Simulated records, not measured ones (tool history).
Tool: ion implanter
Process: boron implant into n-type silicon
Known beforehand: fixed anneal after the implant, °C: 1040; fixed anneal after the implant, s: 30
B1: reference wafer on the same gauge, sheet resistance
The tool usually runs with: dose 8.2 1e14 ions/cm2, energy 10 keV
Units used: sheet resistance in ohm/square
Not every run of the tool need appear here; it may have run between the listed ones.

{"run": 1, "hour": 0.0, "dose": 8.2, "energy": 10, "B1": 112.97, "sheet resistance": 134.81}
{"run": 2, "hour": 16.2, "dose": 8.2, "energy": 10, "B1": 113.09, "sheet resistance": 134.78}
{"run": 3, "hour": 24.1, "dose": 8.2, "energy": 10, "B1": 112.99, "sheet resistance": 135.11}
{"run": 4, "hour": 39.6, "dose": 8.2, "energy": 10, "B1": 112.96, "sheet resistance": 133.8}
{"run": 5, "hour": 46.3, "dose": 8.2, "energy": 7.5, "B1": 113.08, "sheet resistance": 138.84}
{"run": 6, "hour": 58.1, "dose": 8.2, "energy": 10, "B1": 112.99, "sheet resistance": 134.83}
{"run": 7, "hour": 69.3, "dose": 8.2, "energy": 10, "B1": 112.92, "sheet resistance": 134.03}
{"run": 8, "hour": 86.7, "dose": 6.9, "energy": 10, "B1": 113.05, "sheet resistance": 155.61}
{"run": 9, "hour": 96.8, "dose": 6.9, "energy": 10, "B1": 113.11, "sheet resistance": 156.91}
{"run": 10, "hour": 104.4, "dose": 6.43, "energy": 10, "B1": 112.96, "sheet resistance": 166.41}
{"run": 11, "hour": 119.6, "dose": 6.43, "energy": 10, "B1": 113.1, "sheet resistance": 166.95}
{"run": 12, "hour": 136.0, "dose": 8.2, "energy": 10, "B1": 113.06, "sheet resistance": 135.09}
{"hour": 169.4, "done": "Faraday cup replaced and dose calibrated"}
{"run": 13, "hour": 178.3, "dose": 8.2, "energy": 10, "B1": 112.99, "sheet resistance": 138.86}
{"run": 14, "hour": 193.5, "dose": 7.09, "energy": 12, "B1": 112.93, "sheet resistance": 155.39}
{"run": 15, "hour": 231.1, "dose": 7.09, "energy": 12, "B1": 112.97, "sheet resistance": 154.22}
{"run": 16, "hour": 245.3, "dose": 7.09, "energy": 12, "B1": 113.02, "sheet resistance": 154.12}
{"hour": 259.5, "done": "gauge calibrated"}
{"run": 17, "hour": 260.0, "dose": 8.2, "energy": 10, "B1": 112.93, "sheet resistance": 136.59}
{"run": 18, "hour": 267.1, "dose": 6.64, "energy": 10, "B1": 112.96, "sheet resistance": 164.7}
{"run": 19, "hour": 282.7, "dose": 10.16, "energy": 8.5, "B1": 113.03, "sheet resistance": 116.93}
{"run": 20, "hour": 291.8, "dose": 9.47, "energy": 12.5, "B1": 112.92, "sheet resistance": 118.27}
{"run": 21, "hour": 299.2, "dose": 6.44, "energy": 12, "B1": 113.02, "sheet resistance": 165.54}
{"run": 22, "hour": 317.1, "dose": 9.63, "energy": 10, "B1": 113.02, "sheet resistance": 119.01}
{"run": 23, "hour": 329.9, "dose": 7.5, "energy": 11, "B1": 112.92, "sheet resistance": 145.29}
{"run": 24, "hour": 358.8, "dose": 5.87, "energy": 11, "B1": 113.01, "sheet resistance": 181.37}
{"run": 25, "hour": 364.9, "dose": 8.2, "energy": 13, "B1": 113.01, "sheet resistance": 132.55}
{"run": 26, "hour": 378.2, "dose": 9.18, "energy": 10, "B1": 112.93, "sheet resistance": 123.76}
{"hour": 399.0, "done": "extraction supply calibrated"}
{"run": 27, "hour": 410.3, "dose": 9.85, "energy": 11, "B1": 112.94, "sheet resistance": 115.34}
{"run": 28, "hour": 427.6, "dose": 8.2, "energy": 12.5, "B1": 113.05, "sheet resistance": 132.5}
{"run": 29, "hour": 438.6, "dose": 7.13, "energy": 10, "B1": 113.03, "sheet resistance": 152.73}
{"run": 30, "hour": 448.5, "dose": 8.2, "energy": 11.5, "B1": 112.93, "sheet resistance": 132.58}
{"run": 31, "hour": 457.6, "dose": 8.2, "energy": 10, "B1": 112.96, "sheet resistance": 135.72}
{"run": 32, "hour": 473.5, "dose": 9.36, "energy": 7.5, "B1": 113.07, "sheet resistance": 125.15}
{"run": 33, "hour": 490.4, "dose": 6.55, "energy": 13, "B1": 113.05, "sheet resistance": 161.57}
{"run": 34, "hour": 505.1, "dose": 8.2, "energy": 13, "B1": 113, "sheet resistance": 132.38}
{"run": 35, "hour": 513.2, "dose": 6.27, "energy": 11.5, "B1": 113.03, "sheet resistance": 168.54}
{"run": 36, "hour": 521.1, "dose": 7.42, "energy": 10, "B1": 112.95, "sheet resistance": 147.1}
{"run": 37, "hour": 527.9, "dose": 8.2, "energy": 10, "B1": 112.95, "sheet resistance": 135.34}
{"run": 38, "hour": 538.7, "dose": 5.87, "energy": 11, "B1": 113.03, "sheet resistance": 179.73}

Each row is a separate what-if for the run after 38, all from the same tool condition, not one after another. Results?
{"run": "A", "hour": 539.1, "dose": 10.13, "energy": 10, "B1": "?", "sheet resistance": "?"}
{"run": "B", "hour": 539.1, "dose": 8.2, "energy": 7, "B1": "?", "sheet resistance": "?"}
{"run": "C", "hour": 539.1, "dose": 7.02, "energy": 8, "B1": "?", "sheet resistance": "?"}

run=A B1=113.01 sheet_resistance=113.21
run=B B1=113.01 sheet_resistance=140.17
run=C B1=113.01 sheet_resistance=157.54
With the hidden condition removed and each run's random variation left untouched, the same runs would have given:
run=A sheet_resistance=115.65
run=B sheet_resistance=143.3
run=C sheet_resistance=161.3
